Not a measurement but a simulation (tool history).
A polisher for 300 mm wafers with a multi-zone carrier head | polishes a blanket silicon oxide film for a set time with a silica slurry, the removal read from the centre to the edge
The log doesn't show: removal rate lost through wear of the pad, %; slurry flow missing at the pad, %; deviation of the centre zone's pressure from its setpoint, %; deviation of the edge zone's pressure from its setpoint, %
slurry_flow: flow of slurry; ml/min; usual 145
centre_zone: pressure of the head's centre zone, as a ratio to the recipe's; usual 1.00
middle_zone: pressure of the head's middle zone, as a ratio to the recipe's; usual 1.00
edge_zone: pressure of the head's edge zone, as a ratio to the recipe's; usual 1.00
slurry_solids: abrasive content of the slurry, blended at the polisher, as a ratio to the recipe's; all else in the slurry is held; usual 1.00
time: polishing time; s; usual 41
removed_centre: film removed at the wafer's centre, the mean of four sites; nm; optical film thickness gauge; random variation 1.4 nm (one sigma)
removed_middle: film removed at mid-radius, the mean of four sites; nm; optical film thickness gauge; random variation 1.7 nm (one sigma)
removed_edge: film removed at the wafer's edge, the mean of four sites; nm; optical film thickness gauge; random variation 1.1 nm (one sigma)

run,hour,slurry_flow,centre_zone,middle_zone,edge_zone,slurry_solids,time,wafers since the last listed run,wafers polished on this pad,hours since the slurry nozzle was cleaned,hours since the centre zone pressure was calibrated,hours since the edge zone pressure was calibrated,hours since the carrier head's membrane was replaced,"incoming thickness of the incoming film, nm",removed_centre,removed_middle,removed_edge
1,0.0,145,1.00,1.00,1.00,1.00,41,0,548,344.0,442.3,469.4,526.5,1665.7,144.6,132.5,132.8
2,79.4,125,1.00,1.00,1.00,1.00,41,1090,1639,423.4,521.7,548.8,605.9,1700.8,142.1,128.5,129.1
# hour 152.9: centre zone pressure recalibrated
3,187.3,145,1.00,1.08,1.00,1.30,50,1454,3093,531.3,34.4,656.7,713.8,1671.1,181.2,193.2,178.1
# hour 240.9: carrier head's membrane replaced by a new one
4,241.4,145,1.00,1.00,1.06,1.25,41,674,3767,585.4,88.5,710.8,0.5,1673.9,147.2,143.3,150.0
# hour 269.8: edge zone pressure recalibrated
5,341.4,145,0.94,1.00,1.05,0.75,41,1345,5113,685.4,188.5,71.6,100.5,1656.8,116.0,118.0,121.5
6,382.5,100,1.00,1.00,1.09,1.00,41,564,5678,726.5,229.6,112.7,141.6,1668.1,127.1,120.4,129.3
7,427.9,145,1.00,1.00,1.05,1.00,41,623,6301,771.9,275.0,158.1,187.0,1666.4,142.2,130.9,135.9
# hour 524.8: worn pad replaced by a new one
8,528.3,145,1.00,1.00,1.00,1.00,41,1324,47,872.3,375.4,258.5,287.4,1685.8,144.3,133.8,132.8
9,564.5,145,1.05,1.00,1.08,0.80,47,497,544,908.5,411.6,294.7,323.6,1641.6,157.9,134.6,144.3
# hour 622.1: slurry nozzle cleaned
10,647.8,145,1.08,0.95,1.00,1.00,41,1130,1675,25.7,494.9,378.0,406.9,1648.2,157.7,125.9,133.3
11,725.7,145,1.00,1.00,1.05,0.75,41,1069,2745,103.6,572.8,455.9,484.8,1641.2,129.5,115.6,120.0
# hour 740.5: centre zone pressure recalibrated
12,817.3,145,1.00,1.00,1.00,1.00,41,1230,3975,195.2,76.8,547.5,576.4,1691.8,137.3,132.6,133.3
13,873.6,130,0.94,1.00,1.09,1.00,41,773,4748,251.5,133.1,603.8,632.7,1692.2,126.8,129.0,136.4
14,959.3,105,1.00,1.00,1.00,1.00,55,1177,5925,337.2,218.8,689.5,718.4,1652.5,168.5,161.3,169.7
15,1011.0,145,1.00,1.00,1.00,1.00,41,710,6636,388.9,270.5,741.2,770.1,1668.1,140.2,134.8,134.1
# hour 1060.9: worn pad replaced by a new one
16,1070.4,145,1.00,1.00,1.03,1.20,41,760,130,448.3,329.9,800.6,829.5,1647.7,154.0,141.3,145.2
17,1117.7,145,1.08,0.93,1.08,1.00,41,649,780,495.6,377.2,847.9,876.8,1682.4,158.8,124.2,137.6
# hour 1144.1: edge zone pressure recalibrated
# hour 1203.0: carrier head's membrane replaced by a new one
18,1215.8,170,1.00,0.88,1.00,1.20,53,1251,2031,593.7,475.3,71.7,12.8,1667.9,215.7,171.1,188.9
# hour 1254.4: centre zone pressure recalibrated
19,1254.9,145,1.00,1.08,1.00,1.00,41,509,2541,632.8,0.5,110.8,51.9,1649.2,132.2,136.3,132.7
20,1305.9,105,1.00,1.00,1.00,1.00,55,700,3241,683.8,51.5,161.8,102.9,1640.2,163.9,161.8,170.0
21,1359.9,125,0.93,1.00,1.08,0.90,41,741,3983,737.8,105.5,215.8,156.9,1676.0,115.1,124.2,126.8
22,1454.9,145,1.00,1.00,1.00,1.00,41,1304,5288,832.8,200.5,310.8,251.9,1663.8,134.5,134.5,130.0

Measured less the same run without the tool's hidden state. The same run-to-run variation is in both; the gauge's scatter may not be:
run,removed_centre
1,+12.9
2,+14.5
3,+3.9
4,+4.6
5,+5.7
6,+7.1
7,+9.0
8,+11.5
9,+13.5
10,+15.5
11,+14.3
12,+3.1
13,+4.2
14,+8.0
15,+7.9
16,+10.2
17,+11.7
18,+19.4
19,-1.0
20,+0.4
21,+1.4
22,+4.0
removed_middle: within 0.1 nm of the measured result in every run.
removed_edge: 0 in every run.
